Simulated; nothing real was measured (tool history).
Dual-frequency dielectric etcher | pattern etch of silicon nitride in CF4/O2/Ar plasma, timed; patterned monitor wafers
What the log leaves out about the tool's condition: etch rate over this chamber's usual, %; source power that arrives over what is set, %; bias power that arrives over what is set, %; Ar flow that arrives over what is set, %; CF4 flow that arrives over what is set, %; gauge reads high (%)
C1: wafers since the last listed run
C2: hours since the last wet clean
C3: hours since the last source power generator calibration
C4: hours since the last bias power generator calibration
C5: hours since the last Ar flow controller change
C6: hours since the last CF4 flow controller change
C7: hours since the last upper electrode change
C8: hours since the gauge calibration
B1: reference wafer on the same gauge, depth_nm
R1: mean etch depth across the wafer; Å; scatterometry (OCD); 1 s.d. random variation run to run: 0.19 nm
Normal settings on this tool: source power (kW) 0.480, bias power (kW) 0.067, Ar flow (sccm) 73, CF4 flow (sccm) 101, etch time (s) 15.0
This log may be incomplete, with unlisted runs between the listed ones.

Run 1, day 0.000: usual settings but etch time (s) 12.5; C1 0; C2 99.4; C3 2240.9; C4 3309.8; C5 3189.7; C6 1640.1; C7 4872.5; C8 39.9; B1 25.91. Result: R1 256.7 Å.
Run 2, day 1.550: usual settings but etch time (s) 12.5; C1 416; C2 136.6; C3 2278.1; C4 3347.0; C5 3226.9; C6 1677.3; C7 4909.7; C8 77.1; B1 25.82. Result: R1 260.5 Å.
Run 3, day 3.279: usual settings but etch time (s) 12.5; C1 464; C2 178.1; C3 2319.6; C4 3388.5; C5 3268.4; C6 1718.8; C7 4951.2; C8 118.6; B1 25.88. Result: R1 261.3 Å.
Run 4, day 10.342: usual settings but bias power (kW) 0.074; C1 1898; C2 347.6; C3 2489.1; C4 3558.0; C5 3437.9; C6 1888.3; C7 5120.7; C8 288.1; B1 25.93. Result: R1 334.7 Å.
At day 11.721: Ar flow controller replaced.
At day 12.346: CF4 flow controller replaced.
Run 5, day 12.500: usual settings but bias power (kW) 0.055; C1 445; C2 399.4; C3 2540.9; C4 3609.8; C5 18.7; C6 3.7; C7 5172.5; C8 339.9; B1 25.91. Result: R1 285.2 Å.
At day 14.154: wet clean of the chamber.
Run 6, day 14.821: usual settings; C1 355; C2 16.0; C3 2596.6; C4 3665.5; C5 74.4; C6 59.4; C7 5228.2; C8 395.6; B1 25.98. Result: R1 309.1 Å.
Run 7, day 16.288: usual settings; C1 394; C2 51.2; C3 2631.8; C4 3700.7; C5 109.6; C6 94.6; C7 5263.4; C8 430.8; B1 25.95. Result: R1 311.0 Å.
Run 8, day 17.696: usual settings but etch time (s) 19.5; C1 378; C2 85.0; C3 2665.6; C4 3734.5; C5 143.4; C6 128.4; C7 5297.2; C8 464.6; B1 25.89. Result: R1 403.4 Å.
Run 9, day 19.971: usual settings; C1 611; C2 139.6; C3 2720.2; C4 3789.1; C5 198.0; C6 183.0; C7 5351.8; C8 519.2; B1 25.91. Result: R1 312.2 Å.
Run 10, day 21.671: usual settings but etch time (s) 12.5; C1 456; C2 180.4; C3 2761.0; C4 3829.9; C5 238.8; C6 223.8; C7 5392.6; C8 560.0; B1 25.88. Result: R1 261.3 Å.
At day 22.854: upper electrode replaced, of another model than before.
At day 22.933: bias power generator calibrated.
At day 25.371: gauge calibrated.
At day 28.538: source power generator calibrated.
Run 11, day 30.521: usual settings; C1 2044; C2 392.8; C3 47.6; C4 182.1; C5 451.2; C6 436.2; C7 184.0; C8 123.6; B1 25.85. Result: R1 321.2 Å.
Run 12, day 32.550: usual settings but etch time (s) 16.0; C1 545; C2 441.5; C3 96.3; C4 230.8; C5 499.9; C6 484.9; C7 232.7; C8 172.3; B1 25.96. Result: R1 343.7 Å.
At day 35.683: wet clean of the chamber.
Run 13, day 35.704: usual settings but source power (kW) 0.580, bias power (kW) 0.050, Ar flow (sccm) 61, CF4 flow (sccm) 116; C1 579; C2 0.5; C3 172.0; C4 306.5; C5 575.6; C6 560.6; C7 308.4; C8 248.0; B1 25.87. Result: R1 269.1 Å.
Run 14, day 36.850: usual settings but source power (kW) 0.560; C1 307; C2 28.0; C3 199.5; C4 334.0; C5 603.1; C6 588.1; C7 335.9; C8 275.5; B1 25.82. Result: R1 334.8 Å.

Alternative continuations, all from the tool just after run 14; predict every row:
Run A, day 36.867: usual settings; C1 4; C2 28.4; C3 199.9; C4 334.4; C5 603.5; C6 588.5; C7 336.3; C8 275.9; B1 ?. Result: R1 ?.
Run B, day 36.867: usual settings but source power (kW) 0.380; C1 4; C2 28.4; C3 199.9; C4 334.4; C5 603.5; C6 588.5; C7 336.3; C8 275.9; B1 ?. Result: R1 ?.
Run C, day 36.867: usual settings but source power (kW) 0.370, bias power (kW) 0.061, CF4 flow (sccm) 80, etch time (s) 11.5; C1 4; C2 28.4; C3 199.9; C4 334.4; C5 603.5; C6 588.5; C7 336.3; C8 275.9; B1 ?. Result: R1 ?.
Run D, day 36.867: usual settings but Ar flow (sccm) 65, CF4 flow (sccm) 76, etch time (s) 12.5; C1 4; C2 28.4; C3 199.9; C4 334.4; C5 603.5; C6 588.5; C7 336.3; C8 275.9; B1 ?. Result: R1 ?.
Run E, day 36.867: usual settings but etch time (s) 19.0; C1 4; C2 28.4; C3 199.9; C4 334.4; C5 603.5; C6 588.5; C7 336.3; C8 275.9; B1 ?. Result: R1 ?.

run     B1     R1
  A  25.85  308.3
  B  25.85  272.1
  C  25.85  184.9
  D  25.85  255.0
  E  25.85  390.6
Stripped of hidden state, with their random variation kept, the same runs would have yielded:
run     R1
  A  309.5
  B  273.1
  C  185.6
  D  255.9
  E  392.0
